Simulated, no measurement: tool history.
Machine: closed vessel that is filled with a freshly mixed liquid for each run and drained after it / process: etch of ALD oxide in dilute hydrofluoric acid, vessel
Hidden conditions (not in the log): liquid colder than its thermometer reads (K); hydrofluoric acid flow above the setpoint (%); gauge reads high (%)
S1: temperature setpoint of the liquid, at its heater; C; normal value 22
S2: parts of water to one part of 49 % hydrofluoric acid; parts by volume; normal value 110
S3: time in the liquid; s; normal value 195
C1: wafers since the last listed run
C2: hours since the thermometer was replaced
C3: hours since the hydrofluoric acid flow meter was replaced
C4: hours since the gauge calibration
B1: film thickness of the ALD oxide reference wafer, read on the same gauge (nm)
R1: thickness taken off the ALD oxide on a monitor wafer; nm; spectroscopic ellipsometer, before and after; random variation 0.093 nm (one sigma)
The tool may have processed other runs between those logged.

| run | hour | S1 | S2 | S3 | C1 | C2 | C3 | C4 | B1 | R1 |
|---|---|---|---|---|---|---|---|---|---|---|
| 1 | 0 | 22 | 90 | 195 | 0 | 483.7 | 1485.1 | 1304.4 | 90.02 | 19.88 |
| 2 | 31.1 | 22 | 90 | 195 | 2298 | 514.8 | 1516.2 | 1335.5 | 90 | 19.77 |
| 3 | 57.3 | 22 | 90 | 195 | 1936 | 541 | 1542.4 | 1361.7 | 90.02 | 19.9 |
| 4 | 71.9 | 22 | 110 | 195 | 1078 | 555.6 | 1557 | 1376.3 | 89.97 | 16.04 |
|  | 101 | thermometer replaced |
| 5 | 107.9 | 22 | 110 | 195 | 2586 | 6.9 | 1593 | 1412.3 | 90 | 16.46 |
| 6 | 121.1 | 22 | 110 | 195 | 975 | 20.1 | 1606.2 | 1425.5 | 89.99 | 16.44 |
| 7 | 156.5 | 22 | 110 | 130 | 2615 | 55.5 | 1641.6 | 1460.9 | 90.01 | 10.96 |
| 8 | 174.6 | 22 | 110 | 195 | 1337 | 73.6 | 1659.7 | 1479 | 90 | 16.37 |
| 9 | 193.9 | 22 | 110 | 195 | 1426 | 92.9 | 1679 | 1498.3 | 89.99 | 16.22 |
| 10 | 213.8 | 22 | 110 | 195 | 1470 | 112.8 | 1698.9 | 1518.2 | 90 | 16.29 |
|  | 220.4 | gauge calibrated |
| 11 | 226.7 | 22 | 110 | 195 | 953 | 125.7 | 1711.8 | 6.3 | 89.98 | 16.33 |
| 12 | 261.7 | 22 | 110 | 195 | 2586 | 160.7 | 1746.8 | 41.3 | 90 | 16.18 |
| 13 | 287.4 | 22 | 110 | 195 | 1899 | 186.4 | 1772.5 | 67 | 90.01 | 16.3 |
| 14 | 321.4 | 22 | 110 | 195 | 2512 | 220.4 | 1806.5 | 101 | 90 | 16.18 |
| 15 | 346.6 | 22 | 110 | 195 | 1862 | 245.6 | 1831.7 | 126.2 | 90 | 16.15 |
| 16 | 371.1 | 22 | 110 | 195 | 1810 | 270.1 | 1856.2 | 150.7 | 89.99 | 16.21 |
|  | 377.4 | hydrofluoric acid flow meter replaced |
| 17 | 383.6 | 22 | 110 | 195 | 849 | 282.6 | 6.2 | 163.2 | 90 | 16.23 |
| 18 | 399.7 | 18 | 90 | 140 | 1189 | 298.7 | 22.3 | 179.3 | 90 | 12.23 |
| 19 | 425.6 | 24.5 | 150 | 150 | 1913 | 324.6 | 48.2 | 205.2 | 90.01 | 9.47 |
| 20 | 445.9 | 18.5 | 110 | 195 | 1500 | 344.9 | 68.5 | 225.5 | 90.01 | 13.93 |
| 21 | 476.4 | 22 | 95 | 105 | 2253 | 375.4 | 99 | 256 | 90.01 | 10.22 |
| 22 | 491.3 | 22 | 110 | 195 | 1101 | 390.3 | 113.9 | 270.9 | 89.98 | 16.03 |
| 23 | 561.3 | 20 | 75 | 85 | 5172 | 460.3 | 183.9 | 340.9 | 90.02 | 9.75 |
| 24 | 596.7 | 22 | 60 | 80 | 2615 | 495.7 | 219.3 | 376.3 | 90 | 12.73 |
|  | 634.1 | thermometer replaced |
| 25 | 636.5 | 20 | 75 | 195 | 2867 | 2.4 | 259.1 | 416.1 | 89.99 | 23.04 |
| 26 | 667 | 19.5 | 110 | 195 | 2253 | 32.9 | 289.6 | 446.6 | 90 | 14.81 |
| 27 | 770.2 | 22 | 95 | 195 | 7625 | 136.1 | 392.8 | 549.8 | 89.99 | 19.02 |
| 28 | 805.3 | 22 | 60 | 195 | 2593 | 171.2 | 427.9 | 584.9 | 89.99 | 31.7 |
| 29 | 838.6 | 22 | 110 | 195 | 2460 | 204.5 | 461.2 | 618.2 | 90.01 | 16.09 |
| 30 | 903 | 22 | 85 | 170 | 4758 | 268.9 | 525.6 | 682.6 | 90 | 18.72 |
| 31 | 937.3 | 22 | 110 | 195 | 2534 | 303.2 | 559.9 | 716.9 | 90 | 16.14 |
| 32 | 950.7 | 22 | 165 | 110 | 990 | 316.6 | 573.3 | 730.3 | 90 | 5.67 |
| 33 | 978.1 | 22 | 110 | 195 | 2024 | 344 | 600.7 | 757.7 | 90.03 | 16.08 |
| 34 | 993.9 | 24 | 150 | 310 | 1167 | 359.8 | 616.5 | 773.5 | 90.03 | 19.23 |
| 35 | 1007.7 | 23.5 | 150 | 275 | 1019 | 373.6 | 630.3 | 787.3 | 90 | 16.73 |

What differs in the tool's unlogged condition from the final listed run ahead of each entry between runs to the first listed run following it?
From run 4 to run 5: thermometer replaced (hour 101)
  liquid colder than its thermometer reads (K): 0.977 -> 0.112
  difference, measured minus the result without the unlogged condition, R1: -0.65 -> -0.08 nm
From run 10 to run 11: gauge calibrated (hour 220.4)
  liquid colder than its thermometer reads (K): 0.281 -> 0.301
  difference, measured minus the result without the unlogged condition, R1: -0.19 -> -0.19 nm
From run 16 to run 17: hydrofluoric acid flow meter replaced (hour 377.4)
  liquid colder than its thermometer reads (K): 0.532 -> 0.552
  difference, measured minus the result without the unlogged condition, R1: -0.35 -> -0.36 nm
From run 24 to run 25: thermometer replaced (hour 634.1)
  liquid colder than its thermometer reads (K): 0.892 -> 0.143
  difference, measured minus the result without the unlogged condition, R1: -0.48 -> -0.13 nm

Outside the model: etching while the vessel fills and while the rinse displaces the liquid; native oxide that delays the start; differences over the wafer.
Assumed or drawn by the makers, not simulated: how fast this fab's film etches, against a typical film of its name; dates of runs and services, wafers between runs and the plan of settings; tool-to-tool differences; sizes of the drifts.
